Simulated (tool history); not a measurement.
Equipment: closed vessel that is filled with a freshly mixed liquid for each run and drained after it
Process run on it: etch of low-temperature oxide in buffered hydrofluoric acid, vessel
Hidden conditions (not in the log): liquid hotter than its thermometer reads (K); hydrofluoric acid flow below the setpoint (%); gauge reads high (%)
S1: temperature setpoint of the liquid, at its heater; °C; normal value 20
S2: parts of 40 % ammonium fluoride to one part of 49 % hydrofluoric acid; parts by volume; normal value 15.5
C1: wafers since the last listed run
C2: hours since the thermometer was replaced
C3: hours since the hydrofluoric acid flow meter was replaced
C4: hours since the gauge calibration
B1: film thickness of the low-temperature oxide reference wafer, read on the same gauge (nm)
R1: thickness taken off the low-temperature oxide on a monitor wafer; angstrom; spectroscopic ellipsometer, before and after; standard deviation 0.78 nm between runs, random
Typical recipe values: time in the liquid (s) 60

{"run": 1, "day": 0.0, "S1": 20, "S2": 17.5, "time in the liquid (s)": 60, "C1": 0, "C2": 1045.7, "C3": 2023.8, "C4": 56.8, "B1": 119.97, "R1": 1007.4}
{"run": 2, "day": 0.679, "S1": 20, "S2": 17.5, "time in the liquid (s)": 60, "C1": 1706, "C2": 1062, "C3": 2040.1, "C4": 73.1, "B1": 120.01, "R1": 998.8}
{"run": 3, "day": 1.204, "S1": 20, "S2": 17.5, "time in the liquid (s)": 60, "C1": 1318, "C2": 1074.6, "C3": 2052.7, "C4": 85.7, "B1": 119.97, "R1": 999.2}
{"run": 4, "day": 1.675, "S1": 22, "S2": 15.5, "time in the liquid (s)": 50, "C1": 1182, "C2": 1085.9, "C3": 2064, "C4": 97, "B1": 119.98, "R1": 1046.4}
{"day": 2.238, "done": "gauge calibrated"}
{"run": 5, "day": 2.292, "S1": 22, "S2": 15.5, "time in the liquid (s)": 50, "C1": 1549, "C2": 1100.7, "C3": 2078.8, "C4": 1.3, "B1": 120.01, "R1": 1054.6}
{"run": 6, "day": 3.021, "S1": 22, "S2": 15.5, "time in the liquid (s)": 50, "C1": 1831, "C2": 1118.2, "C3": 2096.3, "C4": 18.8, "B1": 120.01, "R1": 1057.7}
{"day": 3.288, "done": "hydrofluoric acid flow meter replaced"}
{"run": 7, "day": 3.583, "S1": 20, "S2": 15.5, "time in the liquid (s)": 60, "C1": 1308, "C2": 1131.7, "C3": 7.1, "C4": 32.3, "B1": 120, "R1": 1122.5}
{"run": 8, "day": 4.225, "S1": 20, "S2": 15.5, "time in the liquid (s)": 60, "C1": 1611, "C2": 1147.1, "C3": 22.5, "C4": 47.7, "B1": 120.01, "R1": 1124.4}
{"run": 9, "day": 4.604, "S1": 23.5, "S2": 19.5, "time in the liquid (s)": 30, "C1": 952, "C2": 1156.2, "C3": 31.6, "C4": 56.8, "B1": 120, "R1": 538.5}
{"run": 10, "day": 5.35, "S1": 22, "S2": 10.5, "time in the liquid (s)": 30, "C1": 1873, "C2": 1174.1, "C3": 49.5, "C4": 74.7, "B1": 120.01, "R1": 924.7}
{"day": 5.838, "done": "thermometer replaced"}
{"day": 6.004, "done": "gauge calibrated"}
{"run": 11, "day": 6.075, "S1": 20, "S2": 17.5, "time in the liquid (s)": 60, "C1": 1716, "C2": 5.7, "C3": 66.9, "C4": 1.7, "B1": 120.02, "R1": 1010.7}
{"run": 12, "day": 6.658, "S1": 20, "S2": 10.5, "time in the liquid (s)": 50, "C1": 1465, "C2": 19.7, "C3": 80.9, "C4": 15.7, "B1": 119.95, "R1": 1387.1}
{"run": 13, "day": 7.342, "S1": 20, "S2": 15.5, "time in the liquid (s)": 60, "C1": 1716, "C2": 36.1, "C3": 97.3, "C4": 32.1, "B1": 120.03, "R1": 1136.7}
{"run": 14, "day": 7.808, "S1": 23.5, "S2": 10.5, "time in the liquid (s)": 60, "C1": 1172, "C2": 47.3, "C3": 108.5, "C4": 43.3, "B1": 119.98, "R1": 1981.7}
{"run": 15, "day": 8.1, "S1": 17, "S2": 14, "time in the liquid (s)": 75, "C1": 732, "C2": 54.3, "C3": 115.5, "C4": 50.3, "B1": 119.97, "R1": 1306.5}
{"run": 16, "day": 8.367, "S1": 21.5, "S2": 13.5, "time in the liquid (s)": 60, "C1": 669, "C2": 60.7, "C3": 121.9, "C4": 56.7, "B1": 119.95, "R1": 1403.9}

Hidden condition of the tool, last listed run before each entry between runs versus first listed run after:
Run 4 -> run 5: gauge calibrated (day 2.238)
  no difference in the tool's unlogged condition between these two runs
Run 6 -> run 7: hydrofluoric acid flow meter replaced (day 3.288)
  no difference in the tool's unlogged condition between these two runs
Run 10 -> run 11: thermometer replaced (day 5.838); gauge calibrated (day 6.004)
  no difference in the tool's unlogged condition between these two runs
